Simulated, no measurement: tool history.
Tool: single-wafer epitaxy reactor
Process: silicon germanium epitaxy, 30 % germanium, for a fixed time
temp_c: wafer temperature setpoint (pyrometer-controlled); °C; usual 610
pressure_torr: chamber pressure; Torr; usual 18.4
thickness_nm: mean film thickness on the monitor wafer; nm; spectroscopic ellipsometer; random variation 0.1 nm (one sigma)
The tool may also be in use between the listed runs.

| run | hour | temp_c | pressure_torr | wafers since the last listed run | hours since the last pyrometer calibration | hours since the last manometer calibration | hours since the showerhead was replaced | hours since the gauge calibration | read-back reference wafer on the same gauge, thickness_nm | thickness_nm |
|---|---|---|---|---|---|---|---|---|---|---|
| 1 | 0.0 | 618 | 18.4 | 0 | 1429.0 | 1025.2 | 2728.6 | 243.3 | 72.504 | 79.619 |
| 2 | 29.7 | 618 | 18.4 | 438 | 1458.7 | 1054.9 | 2758.3 | 273.0 | 72.502 | 79.451 |
| 3 | 60.4 | 618 | 18.4 | 453 | 1489.4 | 1085.6 | 2789.0 | 303.7 | 72.517 | 79.085 |
| 4 | 79.3 | 598 | 18.4 | 279 | 1508.3 | 1104.5 | 2807.9 | 322.6 | 72.509 | 52.817 |
| 5 | 111.6 | 598 | 18.4 | 477 | 1540.6 | 1136.8 | 2840.2 | 354.9 | 72.516 | 52.861 |
| 6 | 129.4 | 598 | 18.4 | 263 | 1558.4 | 1154.6 | 2858.0 | 372.7 | 72.501 | 52.672 |
| 7 | 158.2 | 610 | 18.4 | 425 | 1587.2 | 1183.4 | 2886.8 | 401.5 | 72.502 | 67.633 |
|  | 164.0 | gauge calibrated |
|  | 173.7 | showerhead replaced |
| 8 | 174.2 | 610 | 18.4 | 118 | 1603.2 | 1199.4 | 0.5 | 10.2 | 72.490 | 67.621 |
| 9 | 264.0 | 600 | 19.3 | 1327 | 1693.0 | 1289.2 | 90.3 | 100.0 | 72.472 | 55.767 |
| 10 | 278.2 | 600 | 19.3 | 209 | 1707.2 | 1303.4 | 104.5 | 114.2 | 72.502 | 55.612 |
|  | 291.1 | pyrometer calibrated |
| 11 | 307.4 | 605 | 14.8 | 313 | 16.3 | 1332.6 | 133.7 | 143.4 | 72.488 | 56.766 |
| 12 | 325.0 | 602 | 17.0 | 260 | 33.9 | 1350.2 | 151.3 | 161.0 | 72.477 | 54.799 |
|  | 337.2 | capacitance manometer re-zeroed and calibrated |
| 13 | 352.2 | 618 | 18.4 | 283 | 61.1 | 15.0 | 178.5 | 188.2 | 72.483 | 78.438 |
| 14 | 370.2 | 610 | 22.6 | 266 | 79.1 | 33.0 | 196.5 | 206.2 | 72.488 | 70.228 |
| 15 | 390.3 | 598 | 18.4 | 297 | 99.2 | 53.1 | 216.6 | 226.3 | 72.495 | 52.306 |
| 16 | 412.4 | 616 | 15.0 | 326 | 121.3 | 75.2 | 238.7 | 248.4 | 72.515 | 72.481 |
| 17 | 444.8 | 602 | 18.4 | 478 | 153.7 | 107.6 | 271.1 | 280.8 | 72.499 | 56.856 |
| 18 | 459.6 | 597 | 14.0 | 218 | 168.5 | 122.4 | 285.9 | 295.6 | 72.491 | 48.504 |
| 19 | 494.1 | 625 | 18.4 | 509 | 203.0 | 156.9 | 320.4 | 330.1 | 72.520 | 90.515 |
| 20 | 510.6 | 610 | 18.4 | 243 | 219.5 | 173.4 | 336.9 | 346.6 | 72.505 | 67.012 |
| 21 | 535.8 | 610 | 18.4 | 372 | 244.7 | 198.6 | 362.1 | 371.8 | 72.511 | 66.937 |

Forecast each of these 3 alternatives for the next run:
| A | 536.2 | 610 | 15.2 | 5 | 245.1 | 199.0 | 362.5 | 372.2 | ? | ? |
| B | 536.2 | 597 | 22.3 | 5 | 245.1 | 199.0 | 362.5 | 372.2 | ? | ? |
| C | 536.2 | 602 | 15.9 | 5 | 245.1 | 199.0 | 362.5 | 372.2 | ? | ? |

| run | read-back reference wafer on the same gauge, thickness_nm | thickness_nm |
|---|---|---|
| A | 72.519 | 64.408 |
| B | 72.519 | 53.643 |
| C | 72.519 | 55.152 |
Without the tool's hidden state the same runs would have given:
| run | thickness_nm |
|---|---|
| A | 64.386 |
| B | 53.623 |
| C | 55.132 |
